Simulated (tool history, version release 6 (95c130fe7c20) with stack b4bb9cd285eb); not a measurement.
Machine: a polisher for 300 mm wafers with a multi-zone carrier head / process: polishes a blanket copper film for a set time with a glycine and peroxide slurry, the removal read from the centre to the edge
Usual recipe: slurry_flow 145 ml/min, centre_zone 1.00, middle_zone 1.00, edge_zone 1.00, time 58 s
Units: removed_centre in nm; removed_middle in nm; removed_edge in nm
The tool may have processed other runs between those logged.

run   hour  slurry_flow  centre_zone  middle_zone  edge_zone  time  wafers since the last listed run  wafers polished on this pad  hours since the slurry nozzle was cleaned  hours since the centre zone pressure was calibrated  hours since the edge zone pressure was calibrated  hours since the carrier head's membrane was replaced  incoming thickness of the incoming film, nm  removed_centre  removed_middle  removed_edge
  1    0.0          145         1.00         1.00       1.00    58                                 0                         2134                                      531.4                                                595.8                                             1129.1                                                1714.7                                       2270.3           237.1           219.4         219.7
      10.5  -- worn pad replaced by a new one
  2   27.9          145         1.00         1.00       1.00    58                               306                          222                                      559.3                                                623.7                                             1157.0                                                1742.6                                       2313.2           238.5           218.9         221.9
  3   44.4          130         1.00         1.00       1.00    52                               211                          434                                      575.8                                                640.2                                             1173.5                                                1759.1                                       2311.7           212.0           189.8         192.1
      68.0  -- slurry nozzle cleaned
      69.0  -- edge zone pressure recalibrated
  4   78.8          145         1.00         1.00       1.00    58                               415                          849                                       10.8                                                674.6                                                9.8                                                1793.5                                       2297.3           240.7           219.6         220.5
      96.5  -- centre zone pressure recalibrated
  5  109.8          105         1.09         1.00       1.00    77                               371                         1221                                       41.8                                                 13.3                                               40.8                                                1824.5                                       2300.3           247.9           265.0         276.1
     136.1  -- carrier head's membrane replaced by a new one
  6  138.8          125         1.00         1.00       1.05    58                               307                         1529                                       70.8                                                 42.3                                               69.8                                                   2.7                                       2274.7           180.6           212.3         220.9
  7  167.8          145         1.00         0.94       0.97    58                               371                         1900                                       99.8                                                 71.3                                               98.8                                                  31.7                                       2301.2           192.5           207.4         212.4
     182.7  -- worn pad replaced by a new one
  8  202.0           95         1.00         1.08       1.00    58                               386                          247                                      134.0                                                105.5                                              133.0                                                  65.9                                       2301.4           165.8           207.8         204.2
  9  220.7          185         1.00         0.91       0.92    58                               239                          487                                      152.7                                                124.2                                              151.7                                                  84.6                                       2314.9           205.6           210.6         221.2
 10  251.1          145         0.93         1.05       1.00    71                               389                          876                                      183.1                                                154.6                                              182.1                                                 115.0                                       2282.7           224.4           280.7         268.5
 11  267.3          160         1.00         1.00       1.00    58                               207                         1084                                      199.3                                                170.8                                              198.3                                                 131.2                                       2312.1           200.4           224.4         218.5
 12  289.5          100         1.00         1.00       1.11    58                               284                         1368                                      221.5                                                193.0                                              220.5                                                 153.4                                       2310.3           177.9           200.1         215.6
     300.2  -- centre zone pressure recalibrated, repeated, since the last time left the tool worse
 13  318.9          145         1.00         1.00       1.00    58                               351                         1720                                      250.9                                                 18.7                                              249.9                                                 182.8                                       2300.4           224.6           216.5         221.6
 14  333.7          110         0.93         1.07       1.00    58                               189                         1909                                      265.7                                                 33.5                                              264.7                                                 197.6                                       2299.6           192.9           217.7         208.9
 15  360.3          145         1.00         1.00       1.00    73                               340                         2250                                      292.3                                                 60.1                                              291.3                                                 224.2                                       2304.9           285.8           277.3         274.4
 16  377.9          175         1.00         1.00       1.05    58                               225                         2476                                      309.9                                                 77.7                                              308.9                                                 241.8                                       2294.5           236.5           227.0         231.1
     389.8  -- worn pad replaced by a new one
 17  406.7          145         1.00         1.00       1.00    58                               317                          216                                      338.7                                                106.5                                              337.7                                                 270.6                                       2295.8           234.0           220.0         223.7
 18  439.2          145         1.00         1.00       1.04    58                               416                          632                                      371.2                                                139.0                                              370.2                                                 303.1                                       2254.6           231.8           215.5         225.2
 19  473.0          145         1.00         1.00       1.00    58                               433                         1065                                      405.0                                                172.8                                              404.0                                                 336.9                                       2284.2           231.2           218.1         223.5
 20  494.4          145         1.00         1.00       1.00    63                               274                         1340                                      426.4                                                194.2                                              425.4                                                 358.3                                       2289.4           251.9           239.9         240.4
 21  510.6          145         1.00         1.00       1.00    58                               207                         1547                                      442.6                                                210.4                                              441.6                                                 374.5                                       2282.8           234.9           219.3         218.6

Each run again, without the hidden state but with its own random variation kept:
Hidden conditions of the tool in this case: removal rate lost through wear of the pad, %; slurry flow missing at the pad, %; deviation of the centre zone's pressure from its setpoint, %; deviation of the edge zone's pressure from its setpoint, %.
run  removed_centre
  1           219.0
  2           220.1
  3           195.6
  4           221.8
  5           292.3
  6           211.0
  7           222.9
  8           190.1
  9           234.8
 10           254.7
 11           226.5
 12           200.3
 13           221.2
 14           189.2
 15           278.2
 16           229.2
 17           225.3
 18           221.8
 19           219.9
 20           238.8
 21           222.2
removed_middle: at most 0.2 nm away from the measurement, every run.
removed_edge without the hidden state equals the measured value, run for run.

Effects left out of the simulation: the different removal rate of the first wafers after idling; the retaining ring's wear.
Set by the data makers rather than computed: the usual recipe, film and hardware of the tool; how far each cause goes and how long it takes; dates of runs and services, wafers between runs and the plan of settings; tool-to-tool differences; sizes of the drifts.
